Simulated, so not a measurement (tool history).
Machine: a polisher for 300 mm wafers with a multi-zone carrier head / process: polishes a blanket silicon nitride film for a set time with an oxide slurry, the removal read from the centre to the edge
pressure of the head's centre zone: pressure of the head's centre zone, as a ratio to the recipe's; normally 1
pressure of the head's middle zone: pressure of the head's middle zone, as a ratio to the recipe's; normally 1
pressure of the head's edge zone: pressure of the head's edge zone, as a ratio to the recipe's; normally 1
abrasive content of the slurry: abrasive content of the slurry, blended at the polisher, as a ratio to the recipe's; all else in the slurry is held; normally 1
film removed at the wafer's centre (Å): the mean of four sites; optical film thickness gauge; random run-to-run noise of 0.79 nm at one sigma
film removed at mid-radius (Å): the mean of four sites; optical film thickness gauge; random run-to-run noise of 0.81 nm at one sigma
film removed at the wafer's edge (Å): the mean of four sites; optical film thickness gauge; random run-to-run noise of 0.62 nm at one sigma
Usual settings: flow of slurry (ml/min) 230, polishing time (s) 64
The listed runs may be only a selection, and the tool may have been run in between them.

| run | day | flow of slurry (ml/min) | pressure of the head's centre zone | pressure of the head's middle zone | pressure of the head's edge zone | abrasive content of the slurry | polishing time (s) | incoming thickness of the incoming film, nm | film removed at the wafer's centre (Å) | film removed at mid-radius (Å) | film removed at the wafer's edge (Å) |
|---|---|---|---|---|---|---|---|---|---|---|---|
| 1 | 0 | 275 | 1 | 1 | 1 | 1 | 71 | 475.2 | 726 | 736 | 726 |
|  | 0.254 | worn pad replaced by a new one |
| 2 | 0.417 | 230 | 1 | 1 | 1.11 | 0.75 | 47 | 477.8 | 416 | 429 | 449 |
| 3 | 0.675 | 230 | 1 | 1 | 1 | 1 | 64 | 479 | 637 | 658 | 646 |
| 4 | 1.304 | 230 | 1.08 | 1.05 | 1 | 1 | 46 | 481.1 | 495 | 477 | 452 |
| 5 | 1.983 | 230 | 1.08 | 1 | 1 | 0.75 | 64 | 474 | 620 | 593 | 584 |
| 6 | 2.546 | 230 | 1 | 1 | 1 | 1 | 64 | 480.8 | 633 | 658 | 637 |
|  | 2.675 | centre zone pressure recalibrated |
| 7 | 3.354 | 230 | 1 | 1 | 1 | 1 | 45 | 480.6 | 446 | 452 | 459 |
| 8 | 4.096 | 230 | 1.04 | 1.1 | 1 | 1 | 64 | 473 | 669 | 678 | 634 |
| 9 | 4.538 | 230 | 1 | 1 | 1 | 1 | 64 | 474.8 | 622 | 645 | 639 |
| 10 | 4.942 | 230 | 1 | 1 | 1 | 1 | 64 | 486.6 | 639 | 656 | 642 |
| 11 | 5.446 | 230 | 1 | 1.12 | 1 | 1 | 64 | 473.7 | 646 | 709 | 644 |
|  | 5.746 | worn pad replaced by a new one |
| 12 | 6.142 | 230 | 1 | 1 | 1 | 1 | 64 | 473.6 | 643 | 657 | 641 |
| 13 | 6.779 | 165 | 0.97 | 1.06 | 1 | 1 | 64 | 481.3 | 583 | 647 | 625 |
| 14 | 7.4 | 230 | 1 | 0.96 | 1 | 1 | 76 | 485.1 | 756 | 767 | 765 |
| 15 | 7.954 | 230 | 1 | 1 | 1 | 1 | 64 | 490.9 | 630 | 656 | 646 |
| 16 | 8.617 | 295 | 1 | 1 | 1.06 | 1 | 64 | 474.6 | 652 | 668 | 663 |
| 17 | 8.992 | 260 | 0.95 | 0.96 | 1 | 0.85 | 64 | 476.4 | 585 | 608 | 614 |
| 18 | 9.708 | 185 | 1 | 1 | 1 | 0.75 | 53 | 478.7 | 470 | 487 | 476 |
| 19 | 10.338 | 275 | 1 | 0.95 | 1 | 1 | 64 | 470.7 | 640 | 631 | 655 |
| 20 | 10.646 | 230 | 1 | 1 | 0.89 | 1 | 64 | 489.8 | 640 | 659 | 598 |
|  | 11.225 | worn pad replaced by a new one |
| 21 | 11.3 | 185 | 1 | 1.04 | 0.91 | 1 | 43 | 475.6 | 410 | 451 | 406 |

Run-by-run hidden state of the tool:
removal rate lost through wear of the pad, %: 0, the same for each run
slurry flow missing at the pad, %: 0, the same for each run
deviation of the centre zone's pressure from its setpoint, %: 0, the same for each run
deviation of the edge zone's pressure from its setpoint, %: 0, the same for each run

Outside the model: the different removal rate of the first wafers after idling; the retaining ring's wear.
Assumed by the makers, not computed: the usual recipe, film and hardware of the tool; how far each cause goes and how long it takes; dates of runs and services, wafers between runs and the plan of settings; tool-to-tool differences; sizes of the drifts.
